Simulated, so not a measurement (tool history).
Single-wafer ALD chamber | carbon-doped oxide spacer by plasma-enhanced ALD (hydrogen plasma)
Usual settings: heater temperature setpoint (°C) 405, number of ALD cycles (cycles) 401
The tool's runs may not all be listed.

run    hour  heater temperature setpoint (°C)  number of ALD cycles (cycles)  wafers since the last listed run  hours since the last thermocouple change  hours since the gauge calibration  read-back reference wafer on the same gauge, thickness_nm  mean film thickness on the monitor wafer (nm)
  1     0.0                               412                            401                                 0                                    1208.2                              429.7                                                     17.494                                         19.393
  2    66.9                               412                            401                                89                                    1275.1                              496.6                                                     17.507                                         19.524
  3   134.1                               412                            401                                90                                    1342.3                              563.8                                                     17.499                                         19.488
  4   160.6                               400                            401                                35                                    1368.8                              590.3                                                     17.505                                         19.929
  5   188.8                               405                            401                                37                                    1397.0                              618.5                                                     17.485                                         19.877
  6   248.0                               405                            401                                79                                    1456.2                              677.7                                                     17.492                                         19.958
  7   311.6                               417                            427                                85                                    1519.8                              741.3                                                     17.487                                         20.614
  8   342.9                               417                            427                                41                                    1551.1                              772.6                                                     17.500                                         20.563
  9   411.7                               401                            373                                92                                    1619.9                              841.4                                                     17.508                                         18.537
 10   456.0                               401                            373                                59                                    1664.2                              885.7                                                     17.498                                         18.509
 11   490.6                               401                            373                                46                                    1698.8                              920.3                                                     17.492                                         18.535
      500.6  -- thermocouple changed; heater temperature recalibrated
 12   519.1                               405                            401                                27                                      18.5                              948.8                                                     17.498                                         19.684
 13   545.3                               405                            401                                35                                      44.7                              975.0                                                     17.499                                         19.663
 14   591.5                               405                            401                                61                                      90.9                             1021.2                                                     17.507                                         19.759
 15   641.5                               399                            474                                67                                     140.9                             1071.2                                                     17.492                                         23.553
 16   689.1                               416                            334                                63                                     188.5                             1118.8                                                     17.500                                         15.853
 17   732.6                               396                            401                                58                                     232.0                             1162.3                                                     17.496                                         19.889
 18   786.5                               405                            401                                72                                     285.9                             1216.2                                                     17.500                                         19.742
      936.5  -- gauge calibrated
 19   972.3                               398                            401                               249                                     471.7                               35.8                                                     17.502                                         19.950
 20  1001.8                               399                            401                                39                                     501.2                               65.3                                                     17.495                                         19.982
 21  1041.0                               405                            430                                52                                     540.4                              104.5                                                     17.499                                         21.219
 22  1107.3                               405                            401                                88                                     606.7                              170.8                                                     17.485                                         19.767
 23  1148.5                               399                            431                                55                                     647.9                              212.0                                                     17.497                                         21.313
 24  1199.2                               401                            328                                67                                     698.6                              262.7                                                     17.503                                         16.306
 25  1245.9                               405                            401                                62                                     745.3                              309.4                                                     17.500                                         19.775
 26  1302.0                               393                            322                                75                                     801.4                              365.5                                                     17.500                                         16.002

How the hidden state differs across the entries between the runs, from the last listed run before each to the first after it:
Between runs 11 and 12: thermocouple changed; heater temperature recalibrated (hour 500.6)
  wafer temperature above the value expected at the setpoint (K): -6.81 -> -1.13
  measured less the result without the state, mean film thickness on the monitor wafer (nm): +0.074 -> +0.062
Between runs 18 and 19: gauge calibrated (hour 936.5)
  wafer temperature above the value expected at the setpoint (K): -2.09 -> -2.77
  measured less the result without the state, mean film thickness on the monitor wafer (nm): +0.115 -> +0.000

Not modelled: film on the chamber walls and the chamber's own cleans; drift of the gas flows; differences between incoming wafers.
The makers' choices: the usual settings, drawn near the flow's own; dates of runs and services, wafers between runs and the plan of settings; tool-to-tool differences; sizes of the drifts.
